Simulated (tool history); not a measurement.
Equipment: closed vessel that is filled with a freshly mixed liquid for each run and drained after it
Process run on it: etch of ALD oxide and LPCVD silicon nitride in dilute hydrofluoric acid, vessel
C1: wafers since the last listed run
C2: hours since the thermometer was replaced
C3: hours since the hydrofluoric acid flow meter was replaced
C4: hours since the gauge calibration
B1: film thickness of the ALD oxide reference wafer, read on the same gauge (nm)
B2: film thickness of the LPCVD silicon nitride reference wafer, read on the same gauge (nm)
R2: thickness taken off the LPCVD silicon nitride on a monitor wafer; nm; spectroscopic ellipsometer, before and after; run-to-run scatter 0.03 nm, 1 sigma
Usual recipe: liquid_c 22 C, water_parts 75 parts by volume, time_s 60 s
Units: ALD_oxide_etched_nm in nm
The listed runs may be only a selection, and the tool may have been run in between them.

Run 1, hour 0: usual settings but water_parts 95 parts by volume; C1 0; C2 391.7; C3 1349.3; C4 314.9; B1 109.98; B2 139.967. Result: ALD_oxide_etched_nm 10.24 nm, R2 0.381 nm.
Run 2, hour 8.9: usual settings but liquid_c 19.5 C, time_s 30 s; C1 1036; C2 400.6; C3 1358.2; C4 323.8; B1 110.03; B2 140.031. Result: ALD_oxide_etched_nm 5.93 nm, R2 0.199 nm.
Run 3, hour 24.6: usual settings but liquid_c 19.5 C, time_s 30 s; C1 1829; C2 416.3; C3 1373.9; C4 339.5; B1 110; B2 139.991. Result: ALD_oxide_etched_nm 5.93 nm, R2 0.199 nm.
Run 4, hour 30.7: usual settings; C1 710; C2 422.4; C3 1380; C4 345.6; B1 109.99; B2 140.029. Result: ALD_oxide_etched_nm 13.13 nm, R2 0.434 nm.
Run 5, hour 48.1: usual settings; C1 2027; C2 439.8; C3 1397.4; C4 363; B1 109.99; B2 139.996. Result: ALD_oxide_etched_nm 13.32 nm, R2 0.5 nm.
Run 6, hour 61.8: usual settings; C1 1596; C2 453.5; C3 1411.1; C4 376.7; B1 110.03; B2 140. Result: ALD_oxide_etched_nm 13.02 nm, R2 0.486 nm.
Run 7, hour 72.2: usual settings; C1 1211; C2 463.9; C3 1421.5; C4 387.1; B1 110.01; B2 140.018. Result: ALD_oxide_etched_nm 13.24 nm, R2 0.447 nm.
Run 8, hour 87.6: usual settings; C1 1794; C2 479.3; C3 1436.9; C4 402.5; B1 110.03; B2 139.997. Result: ALD_oxide_etched_nm 13.22 nm, R2 0.46 nm.
Run 9, hour 100: usual settings; C1 1444; C2 491.7; C3 1449.3; C4 414.9; B1 109.99; B2 139.999. Result: ALD_oxide_etched_nm 13.08 nm, R2 0.452 nm.
Run 10, hour 114.4: usual settings; C1 1677; C2 506.1; C3 1463.7; C4 429.3; B1 110; B2 140.015. Result: ALD_oxide_etched_nm 13.31 nm, R2 0.516 nm.
Run 11, hour 125.5: usual settings but liquid_c 19 C, water_parts 60 parts by volume, time_s 75 s; C1 1293; C2 517.2; C3 1474.8; C4 440.4; B1 110.03; B2 139.993. Result: ALD_oxide_etched_nm 18.77 nm, R2 0.556 nm.
At hour 134.4: gauge calibrated.
At hour 145.3: thermometer replaced.
Run 12, hour 156.4: usual settings; C1 3483; C2 11.1; C3 1505.7; C4 22; B1 110.01; B2 139.975. Result: ALD_oxide_etched_nm 12.15 nm, R2 0.386 nm.
Run 13, hour 171.3: usual settings but liquid_c 19 C, water_parts 90 parts by volume; C1 1735; C2 26; C3 1520.6; C4 36.9; B1 110.01; B2 140.049. Result: ALD_oxide_etched_nm 8.77 nm, R2 0.259 nm.
Run 14, hour 183.8: usual settings; C1 1456; C2 38.5; C3 1533.1; C4 49.4; B1 110.03; B2 140.028. Result: ALD_oxide_etched_nm 12.32 nm, R2 0.388 nm.
Run 15, hour 190.2: usual settings but liquid_c 17.5 C, water_parts 60 parts by volume, time_s 45 s; C1 745; C2 44.9; C3 1539.5; C4 55.8; B1 110; B2 140.018. Result: ALD_oxide_etched_nm 9.62 nm, R2 0.282 nm.
Run 16, hour 200.6: usual settings but water_parts 95 parts by volume; C1 1211; C2 55.3; C3 1549.9; C4 66.2; B1 109.99; B2 140.005. Result: ALD_oxide_etched_nm 9.43 nm, R2 0.348 nm.
Run 17, hour 208.3: usual settings; C1 897; C2 63; C3 1557.6; C4 73.9; B1 110.03; B2 140.01. Result: ALD_oxide_etched_nm 12.36 nm, R2 0.443 nm.
At hour 210.7: hydrofluoric acid flow meter replaced.
Run 18, hour 218.8: usual settings but liquid_c 24.5 C, water_parts 95 parts by volume, time_s 35 s; C1 1106; C2 73.5; C3 8.1; C4 84.4; B1 109.99; B2 139.99. Result: ALD_oxide_etched_nm 6.15 nm, R2 0.244 nm.
Run 19, hour 226.4: usual settings but water_parts 55 parts by volume; C1 885; C2 81.1; C3 15.7; C4 92; B1 109.96; B2 140.023. Result: ALD_oxide_etched_nm 17.6 nm, R2 0.532 nm.
Run 20, hour 243.1: usual settings but water_parts 60 parts by volume; C1 1945; C2 97.8; C3 32.4; C4 108.7; B1 109.99; B2 139.998. Result: ALD_oxide_etched_nm 15.88 nm, R2 0.521 nm.
Run 21, hour 259.2: usual settings; C1 1875; C2 113.9; C3 48.5; C4 124.8; B1 109.98; B2 140.001. Result: ALD_oxide_etched_nm 12.42 nm, R2 0.443 nm.
Run 22, hour 302.2: usual settings but liquid_c 19 C, water_parts 45 parts by volume; C1 5009; C2 156.9; C3 91.5; C4 167.8; B1 110; B2 140.03. Result: ALD_oxide_etched_nm 19.16 nm, R2 0.504 nm.
Run 23, hour 312.6: usual settings but liquid_c 18 C, water_parts 35 parts by volume; C1 1211; C2 167.3; C3 101.9; C4 178.2; B1 110.01; B2 139.978. Result: ALD_oxide_etched_nm 23.91 nm, R2 0.71 nm.
Run 24, hour 318.7: usual settings but liquid_c 26 C; C1 710; C2 173.4; C3 108; C4 184.3; B1 110.01; B2 139.979. Result: ALD_oxide_etched_nm 14.88 nm, R2 0.528 nm.
Run 25, hour 330.8: usual settings but water_parts 110 parts by volume, time_s 45 s; C1 1409; C2 185.5; C3 120.1; C4 196.4; B1 110; B2 139.996. Result: ALD_oxide_etched_nm 6.14 nm, R2 0.214 nm.

5 options for the next run, each taken on its own from the tool as it stands now. Forecast them:
Run A, hour 331.5: usual settings; C1 81; C2 186.2; C3 120.8; C4 197.1; B1 ?; B2 ?. Result: ALD_oxide_etched_nm ?, R2 ?.
Run B, hour 331.5: usual settings but time_s 40 s; C1 81; C2 186.2; C3 120.8; C4 197.1; B1 ?; B2 ?. Result: ALD_oxide_etched_nm ?, R2 ?.
Run C, hour 331.5: usual settings but liquid_c 24.5 C, water_parts 65 parts by volume, time_s 30 s; C1 81; C2 186.2; C3 120.8; C4 197.1; B1 ?; B2 ?. Result: ALD_oxide_etched_nm ?, R2 ?.
Run D, hour 331.5: usual settings but liquid_c 25 C, water_parts 60 parts by volume, time_s 35 s; C1 81; C2 186.2; C3 120.8; C4 197.1; B1 ?; B2 ?. Result: ALD_oxide_etched_nm ?, R2 ?.
Run E, hour 331.5: usual settings but liquid_c 23.5 C, water_parts 100 parts by volume, time_s 50 s; C1 81; C2 186.2; C3 120.8; C4 197.1; B1 ?; B2 ?. Result: ALD_oxide_etched_nm ?, R2 ?.

run      B1       B2  ALD_oxide_etched_nm     R2
  A  110.01  140.031                12.58  0.422
  B  110.01  140.031                 8.39  0.281
  C  110.01  140.031                 8.13  0.287
  D  110.01  140.031                10.56  0.375
  E  110.01  140.031                  8.1  0.293
With the hidden condition removed and each run's random variation left untouched, the same runs would have given:
run  ALD_oxide_etched_nm     R2
  A                12.22  0.402
  B                 8.15  0.268
  C                  7.9  0.274
  D                10.26  0.357
  E                 7.87  0.279
